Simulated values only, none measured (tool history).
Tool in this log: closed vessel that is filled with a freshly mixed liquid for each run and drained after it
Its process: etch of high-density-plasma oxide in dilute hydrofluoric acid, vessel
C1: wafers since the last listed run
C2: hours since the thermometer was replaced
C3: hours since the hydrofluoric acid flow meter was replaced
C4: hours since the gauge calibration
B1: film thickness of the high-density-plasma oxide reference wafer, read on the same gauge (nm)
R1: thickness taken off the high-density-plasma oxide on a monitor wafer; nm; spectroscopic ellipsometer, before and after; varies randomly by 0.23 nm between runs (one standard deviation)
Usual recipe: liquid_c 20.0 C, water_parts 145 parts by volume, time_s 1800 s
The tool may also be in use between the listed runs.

run 1 hour=0.0 | liquid_c=20.0 water_parts=145 time_s=1800 | C1=0 C2=1925.4 C3=1565.9 C4=206.0 | B1=60.01 | R1=42.01
run 2 hour=11.2 | liquid_c=20.0 water_parts=145 time_s=1800 | C1=326 C2=1936.6 C3=1577.1 C4=217.2 | B1=60.02 | R1=41.64
run 3 hour=25.5 | liquid_c=20.0 water_parts=145 time_s=1800 | C1=416 C2=1950.9 C3=1591.4 C4=231.5 | B1=60.00 | R1=41.87
run 4 hour=36.8 | liquid_c=20.0 water_parts=145 time_s=1800 | C1=329 C2=1962.2 C3=1602.7 C4=242.8 | B1=60.01 | R1=41.98
-- hour=43.2 hydrofluoric acid flow meter replaced
run 5 hour=57.8 | liquid_c=17.5 water_parts=145 time_s=1800 | C1=582 C2=1983.2 C3=14.6 C4=263.8 | B1=60.02 | R1=40.19
run 6 hour=72.0 | liquid_c=17.5 water_parts=145 time_s=1800 | C1=413 C2=1997.4 C3=28.8 C4=278.0 | B1=59.97 | R1=39.86
run 7 hour=88.2 | liquid_c=20.0 water_parts=145 time_s=1800 | C1=472 C2=2013.6 C3=45.0 C4=294.2 | B1=60.02 | R1=43.65
run 8 hour=99.9 | liquid_c=20.0 water_parts=145 time_s=1800 | C1=341 C2=2025.3 C3=56.7 C4=305.9 | B1=59.97 | R1=43.94
run 9 hour=114.5 | liquid_c=20.0 water_parts=85 time_s=1800 | C1=425 C2=2039.9 C3=71.3 C4=320.5 | B1=60.02 | R1=79.94
-- hour=115.0 gauge calibrated
run 10 hour=127.0 | liquid_c=17.0 water_parts=205 time_s=1240 | C1=364 C2=2052.4 C3=83.8 C4=12.0 | B1=60.01 | R1=17.78
run 11 hour=142.9 | liquid_c=22.5 water_parts=90 time_s=2265 | C1=463 C2=2068.3 C3=99.7 C4=27.9 | B1=60.03 | R1=104.26
run 12 hour=160.7 | liquid_c=20.0 water_parts=145 time_s=1800 | C1=518 C2=2086.1 C3=117.5 C4=45.7 | B1=60.00 | R1=43.44
run 13 hour=197.8 | liquid_c=20.0 water_parts=195 time_s=2580 | C1=1081 C2=2123.2 C3=154.6 C4=82.8 | B1=60.01 | R1=44.12
run 14 hour=207.7 | liquid_c=20.0 water_parts=145 time_s=2405 | C1=288 C2=2133.1 C3=164.5 C4=92.7 | B1=60.00 | R1=58.50
run 15 hour=217.8 | liquid_c=20.0 water_parts=100 time_s=2560 | C1=294 C2=2143.2 C3=174.6 C4=102.8 | B1=60.01 | R1=93.52
run 16 hour=230.2 | liquid_c=20.0 water_parts=145 time_s=1800 | C1=361 C2=2155.6 C3=187.0 C4=115.2 | B1=60.01 | R1=43.44
run 17 hour=245.8 | liquid_c=20.0 water_parts=145 time_s=1175 | C1=454 C2=2171.2 C3=202.6 C4=130.8 | B1=59.98 | R1=28.38
-- hour=254.5 thermometer replaced
run 18 hour=261.1 | liquid_c=24.0 water_parts=120 time_s=1310 | C1=416 C2=6.6 C3=217.9 C4=146.1 | B1=60.01 | R1=50.60
run 19 hour=275.6 | liquid_c=18.5 water_parts=180 time_s=1100 | C1=422 C2=21.1 C3=232.4 C4=160.6 | B1=60.00 | R1=21.30
run 20 hour=293.5 | liquid_c=24.5 water_parts=95 time_s=1800 | C1=521 C2=39.0 C3=250.3 C4=178.5 | B1=59.98 | R1=91.28
run 21 hour=302.6 | liquid_c=17.0 water_parts=90 time_s=2780 | C1=265 C2=48.1 C3=259.4 C4=187.6 | B1=60.00 | R1=109.78
run 22 hour=314.8 | liquid_c=23.0 water_parts=210 time_s=2825 | C1=355 C2=60.3 C3=271.6 C4=199.8 | B1=60.00 | R1=53.95
run 23 hour=330.9 | liquid_c=17.0 water_parts=145 time_s=1800 | C1=469 C2=76.4 C3=287.7 C4=215.9 | B1=59.99 | R1=41.48
run 24 hour=344.8 | liquid_c=17.0 water_parts=170 time_s=1330 | C1=405 C2=90.3 C3=301.6 C4=229.8 | B1=60.02 | R1=25.63
run 25 hour=354.4 | liquid_c=22.5 water_parts=145 time_s=1800 | C1=279 C2=99.9 C3=311.2 C4=239.4 | B1=60.01 | R1=52.29
run 26 hour=370.6 | liquid_c=20.0 water_parts=145 time_s=1800 | C1=472 C2=116.1 C3=327.4 C4=255.6 | B1=60.02 | R1=46.91
run 27 hour=381.9 | liquid_c=20.0 water_parts=145 time_s=1485 | C1=329 C2=127.4 C3=338.7 C4=266.9 | B1=59.98 | R1=38.81
run 28 hour=392.7 | liquid_c=17.5 water_parts=165 time_s=1215 | C1=314 C2=138.2 C3=349.5 C4=277.7 | B1=59.98 | R1=24.66
run 29 hour=408.5 | liquid_c=17.0 water_parts=120 time_s=1250 | C1=460 C2=154.0 C3=365.3 C4=293.5 | B1=60.02 | R1=35.78
run 30 hour=423.2 | liquid_c=20.0 water_parts=145 time_s=1800 | C1=428 C2=168.7 C3=380.0 C4=308.2 | B1=59.99 | R1=47.31
run 31 hour=436.7 | liquid_c=20.0 water_parts=120 time_s=1270 | C1=393 C2=182.2 C3=393.5 C4=321.7 | B1=59.97 | R1=40.94

Forecast each of these 5 alternatives for the next run:
run A hour=437.8 | liquid_c=20.0 water_parts=115 time_s=1800 | C1=32 C2=183.3 C3=394.6 C4=322.8 | B1=? | R1=?
run B hour=437.8 | liquid_c=24.0 water_parts=80 time_s=2410 | C1=32 C2=183.3 C3=394.6 C4=322.8 | B1=? | R1=?
run C hour=437.8 | liquid_c=20.0 water_parts=90 time_s=1800 | C1=32 C2=183.3 C3=394.6 C4=322.8 | B1=? | R1=?
run D hour=437.8 | liquid_c=17.0 water_parts=180 time_s=1800 | C1=32 C2=183.3 C3=394.6 C4=322.8 | B1=? | R1=?
run E hour=437.8 | liquid_c=24.5 water_parts=145 time_s=1140 | C1=32 C2=183.3 C3=394.6 C4=322.8 | B1=? | R1=?

run=A B1=59.99 R1=60.94
run=B B1=59.99 R1=143.77
run=C B1=59.99 R1=80.08
run=D B1=59.99 R1=32.28
run=E B1=59.99 R1=35.36
Without the tool's unlogged condition, the same runs would have read:
run=A R1=63.36
run=B R1=149.39
run=C R1=83.25
run=D R1=33.58
run=E R1=36.74

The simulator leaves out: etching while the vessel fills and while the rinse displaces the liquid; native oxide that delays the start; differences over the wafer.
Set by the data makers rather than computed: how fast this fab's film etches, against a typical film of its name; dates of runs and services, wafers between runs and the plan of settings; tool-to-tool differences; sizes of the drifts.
